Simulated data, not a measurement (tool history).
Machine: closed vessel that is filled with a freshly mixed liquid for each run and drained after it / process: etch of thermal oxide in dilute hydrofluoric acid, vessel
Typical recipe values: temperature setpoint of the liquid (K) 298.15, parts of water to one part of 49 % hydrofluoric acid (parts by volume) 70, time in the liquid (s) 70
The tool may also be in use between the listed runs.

run	day	temperature setpoint of the liquid (K)	parts of water to one part of 49 % hydrofluoric acid (parts by volume)	time in the liquid (s)	read-back film thickness of the thermal oxide reference wafer, read on the same gauge (nm)	thickness taken off the thermal oxide on a monitor wafer (angstrom)
1	0	298.15	50	70	129.99	79.7
2	1.321	298.15	70	70	129.99	54.9
3	2.071	298.15	70	70	129.98	55.2
4	3.512	298.15	70	70	130	55.2
5	4.3	298.15	70	70	129.98	55.7
6	4.996	298.15	80	70	129.99	48
# day 5.2: hydrofluoric acid flow meter replaced
# day 5.708: gauge calibrated
7	5.833	298.15	45	70	130	88
8	6.521	298.15	45	70	130.01	88.4
9	7.542	298.15	70	70	130	55.6
10	8.908	293.15	55	45	129.97	37.3
# day 9.438: thermometer replaced
11	9.483	295.15	35	100	130.01	145.9
12	10.375	298.15	70	70	130.01	55.4
13	11.538	294.15	35	70	129.98	97.7
14	12.238	295.15	60	35	129.97	28.6
15	12.992	298.15	70	105	130.01	82.1
16	14.3	299.65	90	35	130	21.9
# day 15.017: gauge calibrated
17	15.708	298.15	70	70	129.99	54.8
18	17.146	298.15	80	70	130.01	47.7

What was the tool's hidden state at every run in the log?
liquid hotter than its thermometer reads (K): 0 across all the runs
hydrofluoric acid flow above the setpoint (%): 0 across all the runs
gauge reads high (%): 0 across all the runs
